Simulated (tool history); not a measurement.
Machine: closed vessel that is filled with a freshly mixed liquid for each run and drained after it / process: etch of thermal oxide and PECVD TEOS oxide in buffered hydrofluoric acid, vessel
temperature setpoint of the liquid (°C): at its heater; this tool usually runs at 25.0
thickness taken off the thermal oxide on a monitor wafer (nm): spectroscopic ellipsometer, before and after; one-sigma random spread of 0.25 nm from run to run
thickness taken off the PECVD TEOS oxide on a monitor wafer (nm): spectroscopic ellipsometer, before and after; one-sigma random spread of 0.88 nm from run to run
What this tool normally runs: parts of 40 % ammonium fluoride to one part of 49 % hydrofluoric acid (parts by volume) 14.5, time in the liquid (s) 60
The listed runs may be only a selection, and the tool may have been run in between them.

run,day,temperature setpoint of the liquid (°C),parts of 40 % ammonium fluoride to one part of 49 % hydrofluoric acid (parts by volume),time in the liquid (s),wafers since the last listed run,hours since the thermometer was replaced,hours since the hydrofluoric acid flow meter was replaced,hours since the gauge calibration,"read-back film thickness of the thermal oxide reference wafer, read on the same gauge (nm)","read-back film thickness of the PECVD TEOS oxide reference wafer, read on the same gauge (nm)",thickness taken off the thermal oxide on a monitor wafer (nm),thickness taken off the PECVD TEOS oxide on a monitor wafer (nm)
1,0.000,25.0,14.5,85,0,1153.2,1694.6,142.0,119.98,90.03,90.19,149.42
2,0.633,25.0,14.5,85,1149,1168.4,1709.8,157.2,120.02,89.98,91.01,145.90
3,0.904,25.0,14.5,85,491,1174.9,1716.3,163.7,120.02,90.00,90.71,147.77
4,1.283,25.0,14.5,60,688,1184.0,1725.4,172.8,120.00,90.02,63.24,105.27
5,1.925,25.0,12.0,60,1164,1199.4,1740.8,188.2,119.98,90.01,76.57,127.44
6,2.525,25.0,12.0,60,1089,1213.8,1755.2,202.6,119.97,89.97,77.23,126.11
# day 3.112: thermometer replaced
7,3.129,26.5,17.5,45,1021,0.4,1769.7,217.1,120.01,90.02,43.06,70.92
8,3.742,25.0,14.5,60,1111,15.1,1784.4,231.8,120.00,90.00,64.59,106.29
9,4.258,25.0,14.5,60,937,27.5,1796.8,244.2,119.99,90.02,63.82,102.75
10,4.579,22.5,19.0,60,582,35.2,1804.5,251.9,120.00,89.98,43.03,69.78
11,4.838,25.0,14.5,85,468,41.4,1810.7,258.1,120.00,90.02,90.47,147.48
12,6.454,25.0,14.5,35,2934,80.2,1849.5,296.9,120.00,89.99,37.60,61.74
13,6.942,22.0,14.5,60,885,91.9,1861.2,308.6,119.99,90.00,54.03,88.91
# day 7.088: hydrofluoric acid flow meter replaced
14,7.412,26.5,17.5,45,779,103.2,7.8,319.9,120.00,90.02,39.59,65.00
15,7.796,29.5,9.5,75,695,112.4,17.0,329.1,120.01,89.99,137.93,229.30
# day 8.150: gauge calibrated
16,8.654,23.0,18.0,30,1558,133.0,37.6,12.1,120.00,89.99,21.30,35.05
17,9.175,22.0,9.0,60,945,145.5,50.1,24.6,120.01,90.01,76.69,123.03
18,9.583,25.0,14.5,70,741,155.3,59.9,34.4,119.99,90.00,68.85,112.58
19,10.225,29.0,14.5,60,1164,170.7,75.3,49.8,119.99,90.01,72.98,121.58
20,10.746,23.0,19.0,75,945,183.2,87.8,62.3,120.00,89.99,50.51,82.98
21,11.267,20.5,14.5,30,945,195.7,100.3,74.8,119.99,90.02,23.08,37.97
22,11.704,25.0,14.5,60,794,206.2,110.8,85.3,119.98,90.00,59.27,96.79
23,12.196,25.0,14.5,30,892,218.0,122.6,97.1,120.01,89.98,29.37,48.49
24,12.758,21.5,9.5,60,1021,231.5,136.1,110.6,120.01,89.96,71.79,117.91
25,13.275,25.0,14.5,60,937,243.9,148.5,123.0,119.97,90.02,58.99,97.16

Branching from run 25: 5 alternative next runs. What would each branch give?
A,13.304,25.0,14.5,60,52,244.6,149.2,123.7,?,?,?,?
B,13.304,25.0,19.0,60,52,244.6,149.2,123.7,?,?,?,?
C,13.304,25.0,8.5,60,52,244.6,149.2,123.7,?,?,?,?
D,13.304,25.0,19.5,60,52,244.6,149.2,123.7,?,?,?,?
E,13.304,25.0,20.5,95,52,244.6,149.2,123.7,?,?,?,?

run,"read-back film thickness of the thermal oxide reference wafer, read on the same gauge (nm)","read-back film thickness of the PECVD TEOS oxide reference wafer, read on the same gauge (nm)",thickness taken off the thermal oxide on a monitor wafer (nm),thickness taken off the PECVD TEOS oxide on a monitor wafer (nm)
A,120.00,89.99,58.89,98.00
B,120.00,89.99,45.14,75.12
C,120.00,89.99,96.47,160.53
D,120.00,89.99,44.00,73.22
E,120.00,89.99,66.39,110.47
With no hidden state in the tool, these same runs would have given:
run,thickness taken off the thermal oxide on a monitor wafer (nm),thickness taken off the PECVD TEOS oxide on a monitor wafer (nm)
A,57.68,95.97
B,44.21,73.56
C,94.27,156.86
D,43.09,71.70
E,65.43,108.87
